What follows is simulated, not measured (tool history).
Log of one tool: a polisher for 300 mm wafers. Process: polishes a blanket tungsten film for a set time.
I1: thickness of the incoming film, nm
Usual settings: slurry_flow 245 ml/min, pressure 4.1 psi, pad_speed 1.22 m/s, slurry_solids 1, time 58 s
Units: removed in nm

run 1 hour=0 | slurry_flow=245 pressure=4.1 pad_speed=1.22 slurry_solids=1 time=58 | I1=1055.2 | removed=352.1
run 2 hour=17.3 | slurry_flow=245 pressure=4.1 pad_speed=1.22 slurry_solids=1 time=58 | I1=1034 | removed=352.4
run 3 hour=38 | slurry_flow=245 pressure=4.1 pad_speed=1.22 slurry_solids=1 time=58 | I1=1047 | removed=352.7
run 4 hour=64.3 | slurry_flow=245 pressure=4.1 pad_speed=1.22 slurry_solids=1 time=58 | I1=1051.3 | removed=349.3
run 5 hour=87 | slurry_flow=245 pressure=4.1 pad_speed=1.22 slurry_solids=1 time=46 | I1=1046.2 | removed=275.6
run 6 hour=117.3 | slurry_flow=245 pressure=4.1 pad_speed=1.22 slurry_solids=1 time=46 | I1=1041.8 | removed=274.7
run 7 hour=136.3 | slurry_flow=245 pressure=4.1 pad_speed=1.22 slurry_solids=1 time=58 | I1=1030.5 | removed=344.6
run 8 hour=147.7 | slurry_flow=245 pressure=4.1 pad_speed=1.22 slurry_solids=1 time=58 | I1=1022.8 | removed=337.7
run 9 hour=174.5 | slurry_flow=245 pressure=4.1 pad_speed=1.22 slurry_solids=1 time=58 | I1=1034.3 | removed=340.8
run 10 hour=193.4 | slurry_flow=245 pressure=5.3 pad_speed=1.22 slurry_solids=1 time=44 | I1=1037.5 | removed=304.3
run 11 hour=221.9 | slurry_flow=245 pressure=4.1 pad_speed=1.22 slurry_solids=1 time=58 | I1=1031.5 | removed=355.8
run 12 hour=254.7 | slurry_flow=245 pressure=4.1 pad_speed=1.22 slurry_solids=1 time=58 | I1=1054.4 | removed=348.8
run 13 hour=285.6 | slurry_flow=185 pressure=4.1 pad_speed=0.96 slurry_solids=1 time=69 | I1=1032.6 | removed=338.7
run 14 hour=304.6 | slurry_flow=245 pressure=3.5 pad_speed=1.22 slurry_solids=1 time=66 | I1=1039.6 | removed=362
run 15 hour=336.9 | slurry_flow=175 pressure=4.1 pad_speed=1.42 slurry_solids=0.9 time=58 | I1=1042.3 | removed=361.7
run 16 hour=370.7 | slurry_flow=245 pressure=5.3 pad_speed=1.04 slurry_solids=1.2 time=58 | I1=1043.3 | removed=375.2
run 17 hour=396.7 | slurry_flow=280 pressure=4.1 pad_speed=0.88 slurry_solids=0.7 time=66 | I1=1027.9 | removed=290.6
run 18 hour=458.7 | slurry_flow=310 pressure=5.2 pad_speed=1.22 slurry_solids=1 time=58 | I1=1043 | removed=423.3
run 19 hour=486.4 | slurry_flow=310 pressure=4.1 pad_speed=1.22 slurry_solids=1 time=58 | I1=1056.8 | removed=361.1
run 20 hour=513.2 | slurry_flow=245 pressure=4.1 pad_speed=1.22 slurry_solids=1 time=58 | I1=1040.1 | removed=344.2
run 21 hour=539.4 | slurry_flow=245 pressure=4.1 pad_speed=1.22 slurry_solids=1 time=58 | I1=1029.2 | removed=345.9
run 22 hour=568.4 | slurry_flow=245 pressure=4.1 pad_speed=1.22 slurry_solids=1 time=58 | I1=1058.1 | removed=339.7
run 23 hour=582.2 | slurry_flow=245 pressure=4.1 pad_speed=1.08 slurry_solids=1 time=58 | I1=1037.8 | removed=324.3
run 24 hour=608.8 | slurry_flow=305 pressure=4.5 pad_speed=1.22 slurry_solids=1 time=49 | I1=1045.8 | removed=323.1
run 25 hour=637.8 | slurry_flow=185 pressure=3.5 pad_speed=1.22 slurry_solids=1.25 time=58 | I1=1038.8 | removed=317.1

Not shown: 11 entries that the log had between the listed runs. Between which runs, and how does the tool's hidden state differ before and after?
Between runs 4 and 5: slurry nozzle cleaned (hour 83.8)
  peroxide lost from the slurry, %: 4.49 -> 5.87
  measured less the result without the state, removed: -6.1 -> -6.5 nm
Between runs 6 and 7: worn pad replaced by a new one (hour 135.8)
  peroxide lost from the slurry, %: 7.71 -> 8.87
  measured less the result without the state, removed: -8.6 -> -12.5 nm
Between runs 9 and 10: slurry blender recalibrated (hour 192.5)
  peroxide lost from the slurry, %: 11.2 -> 12.3
  measured less the result without the state, removed: -15.9 -> -15.8 nm
Between runs 10 and 11: slurry tank refilled with fresh slurry and peroxide (hour 203.2)
  peroxide lost from the slurry, %: 12.3 -> 1.85
  measured less the result without the state, removed: -15.8 -> -2.5 nm
Between runs 13 and 14: worn pad replaced by a new one (hour 304.1)
  peroxide lost from the slurry, %: 5.72 -> 6.87
  measured less the result without the state, removed: -7.7 -> -9.9 nm
Between runs 17 and 18: slurry tank refilled with fresh slurry and peroxide (hour 403.6); head pressure recalibrated (hour 416.3)
  peroxide lost from the slurry, %: 12.5 -> 4.04
  measured less the result without the state, removed: -15.3 -> -6.7 nm
Between runs 19 and 20: worn pad replaced by a new one (hour 494.2)
  peroxide lost from the slurry, %: 5.72 -> 7.35
  measured less the result without the state, removed: -8.2 -> -10.1 nm
Between runs 20 and 21: slurry blender recalibrated (hour 523.3)
  peroxide lost from the slurry, %: 7.35 -> 8.94
  measured less the result without the state, removed: -10.1 -> -12.6 nm
Between runs 21 and 22: slurry nozzle cleaned (hour 564.8)
  peroxide lost from the slurry, %: 8.94 -> 10.7
  measured less the result without the state, removed: -12.6 -> -15 nm
Between runs 22 and 23: slurry tank refilled with fresh slurry and peroxide (hour 578.1)
  peroxide lost from the slurry, %: 10.7 -> 2.22
  measured less the result without the state, removed: -15 -> -2.8 nm
